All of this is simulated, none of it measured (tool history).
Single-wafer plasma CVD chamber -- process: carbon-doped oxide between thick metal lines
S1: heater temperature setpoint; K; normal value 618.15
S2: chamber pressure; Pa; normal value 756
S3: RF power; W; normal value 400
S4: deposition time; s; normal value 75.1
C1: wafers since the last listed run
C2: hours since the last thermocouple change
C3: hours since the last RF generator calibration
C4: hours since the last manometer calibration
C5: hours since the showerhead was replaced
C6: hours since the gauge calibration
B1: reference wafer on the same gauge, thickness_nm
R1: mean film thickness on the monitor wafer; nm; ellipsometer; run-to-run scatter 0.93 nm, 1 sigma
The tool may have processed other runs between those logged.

run	hour	S1	S2	S3	S4	C1	C2	C3	C4	C5	C6	B1	R1
1	0.0	618.15	756	400	75.1	0	945.2	1936.0	857.9	4110.2	261.2	391.078	341.730
2	17.4	618.15	756	365	75.1	249	962.6	1953.4	875.3	4127.6	278.6	390.672	322.037
3	40.8	618.15	756	400	75.1	335	986.0	1976.8	898.7	4151.0	302.0	391.182	342.477
4	58.2	618.15	756	400	75.1	249	1003.4	1994.2	916.1	4168.4	319.4	390.724	340.764
5	89.1	618.15	756	400	75.1	442	1034.3	2025.1	947.0	4199.3	350.3	390.969	341.451
6	111.5	618.15	756	400	75.1	320	1056.7	2047.5	969.4	4221.7	372.7	391.505	340.436
7	126.3	618.15	815	365	75.1	212	1071.5	2062.3	984.2	4236.5	387.5	391.058	322.757
8	138.9	618.15	815	365	75.1	180	1084.1	2074.9	996.8	4249.1	400.1	390.661	323.233
9	152.8	618.15	815	365	75.1	199	1098.0	2088.8	1010.7	4263.0	414.0	391.014	324.215
10	175.5	610.15	756	400	75.1	325	1120.7	2111.5	1033.4	4285.7	436.7	390.697	347.726
# hour 189.3: showerhead replaced
# hour 192.2: RF generator calibrated
11	192.7	610.15	756	400	75.1	91	1137.9	0.5	1050.6	3.4	453.9	391.125	336.160
12	218.8	610.15	756	400	75.1	373	1164.0	26.6	1076.7	29.5	480.0	390.755	338.068
13	233.7	618.15	680	425	75.1	213	1178.9	41.5	1091.6	44.4	494.9	391.210	340.355
14	249.0	618.15	756	400	75.1	219	1194.2	56.8	1106.9	59.7	510.2	390.916	331.148
# hour 277.4: thermocouple changed; heater temperature recalibrated
# hour 284.8: RF generator calibrated, repeated, since the last time left the tool worse
15	285.3	618.15	853	340	75.1	298	7.9	0.5	1143.2	96.0	546.5	391.587	323.235
16	300.9	627.15	919	400	75.1	223	23.5	16.1	1158.8	111.6	562.1	390.783	354.454
# hour 306.8: gauge calibrated
17	334.1	605.15	703	450	86.9	475	56.7	49.3	1192.0	144.8	27.3	391.033	449.335
# hour 346.7: capacitance manometer re-zeroed and calibrated
18	348.3	623.15	823	350	68.3	88	70.9	63.5	1.6	159.0	41.5	391.294	294.046
19	363.7	618.15	756	425	75.1	220	86.3	78.9	17.0	174.4	56.9	391.059	366.692
20	391.8	618.15	897	400	75.1	402	114.4	107.0	45.1	202.5	85.0	391.220	358.937
21	414.5	610.15	756	400	75.1	325	137.1	129.7	67.8	225.2	107.7	390.982	359.940
22	431.7	618.15	756	400	61.7	246	154.3	146.9	85.0	242.4	124.9	391.027	289.261
23	453.1	618.15	756	400	75.1	306	175.7	168.3	106.4	263.8	146.3	390.681	352.882
24	482.6	605.15	684	400	62.2	422	205.2	197.8	135.9	293.3	175.8	390.691	296.762
25	525.1	618.15	756	400	75.1	608	247.7	240.3	178.4	335.8	218.3	390.795	352.265
26	559.9	618.15	756	400	75.1	498	282.5	275.1	213.2	370.6	253.1	390.867	350.659
27	578.6	618.15	756	335	75.1	267	301.2	293.8	231.9	389.3	271.8	390.981	314.096

Below are 5 alternative next runs, each starting from the tool's condition after run 27. Predict each:
A	579.0	618.15	756	400	84.7	5	301.6	294.2	232.3	389.7	272.2	?	?
B	579.0	629.15	623	400	85.9	5	301.6	294.2	232.3	389.7	272.2	?	?
C	579.0	618.15	807	465	75.1	5	301.6	294.2	232.3	389.7	272.2	?	?
D	579.0	618.15	623	400	75.1	5	301.6	294.2	232.3	389.7	272.2	?	?
E	579.0	608.15	901	355	81.4	5	301.6	294.2	232.3	389.7	272.2	?	?

run	B1	R1
A	391.533	398.751
B	391.533	383.840
C	391.533	392.448
D	391.533	344.341
E	391.533	370.433
Had the tool no hidden state, the same runs would have come out as:
run	R1
A	402.116
B	387.079
C	395.604
D	347.246
E	373.697
